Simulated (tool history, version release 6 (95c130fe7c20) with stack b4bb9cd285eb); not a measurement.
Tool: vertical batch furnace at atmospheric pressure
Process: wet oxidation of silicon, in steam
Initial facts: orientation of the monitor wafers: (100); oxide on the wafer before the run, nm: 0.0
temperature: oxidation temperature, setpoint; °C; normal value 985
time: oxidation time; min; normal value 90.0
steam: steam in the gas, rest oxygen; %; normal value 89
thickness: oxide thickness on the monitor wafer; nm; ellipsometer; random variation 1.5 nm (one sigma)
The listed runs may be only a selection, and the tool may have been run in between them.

| run | hour | temperature | time | steam | read-back reference wafer on the same gauge, thickness | thickness |
|---|---|---|---|---|---|---|
| 1 | 0.0 | 985 | 90.0 | 89 | 523.78 | 422.93 |
| 2 | 41.0 | 985 | 90.0 | 81 | 523.56 | 399.16 |
| 3 | 74.2 | 985 | 90.0 | 81 | 524.34 | 398.37 |
| 4 | 140.1 | 985 | 90.0 | 89 | 523.91 | 423.78 |
| 5 | 172.3 | 985 | 90.0 | 89 | 523.87 | 425.62 |
| 6 | 238.8 | 985 | 104.5 | 89 | 524.12 | 469.16 |
| 7 | 270.3 | 985 | 104.5 | 89 | 524.03 | 467.88 |
| 8 | 337.7 | 985 | 104.5 | 89 | 524.18 | 469.20 |
| 9 | 384.7 | 985 | 90.0 | 89 | 523.81 | 422.41 |
|  | 411.2 | steam generator serviced |
| 10 | 504.9 | 969 | 113.5 | 83 | 524.26 | 405.16 |
| 11 | 530.9 | 985 | 90.0 | 89 | 523.95 | 409.32 |
| 12 | 562.0 | 1001 | 60.0 | 93 | 524.18 | 358.37 |
| 13 | 587.6 | 992 | 116.5 | 94 | 523.80 | 529.87 |
|  | 634.3 | steam generator serviced, repeated, since the last time left the tool worse |
| 14 | 634.8 | 1002 | 106.0 | 85 | 523.73 | 537.72 |
|  | 688.1 | thermocouples replaced and temperature profile calibrated |
|  | 695.1 | gauge calibrated |
| 15 | 700.1 | 985 | 90.0 | 89 | 524.29 | 437.96 |
| 16 | 756.8 | 985 | 90.0 | 89 | 523.90 | 436.07 |
| 17 | 804.3 | 985 | 71.0 | 97 | 523.95 | 394.00 |
| 18 | 871.0 | 1003 | 90.0 | 89 | 523.86 | 492.92 |
| 19 | 934.2 | 996 | 124.0 | 97 | 524.05 | 614.04 |

Pick out some run-to-run changes in thickness. Of each, how much would a tool without hidden state show as well, from the settings, what came in and chance, and how much is left for the hidden state and any gauge scatter not in both results compared?
What the log doesn't record here: true tube temperature minus thermocouple reading, K; steam share off its setpoint, % of the setpoint; gauge reads high (%).
Run 12 -> 13: temperature 1001 -> 992, time 60.0 -> 116.5, steam 93 -> 94. thickness +171.50 nm: hidden state -11.48, all else +182.98.
Run 13 -> 14: temperature 992 -> 1002, time 116.5 -> 106.0, steam 94 -> 85, steam generator serviced, repeated, since the last time left the tool worse. thickness +7.85 nm: hidden state +38.20, all else -30.35.
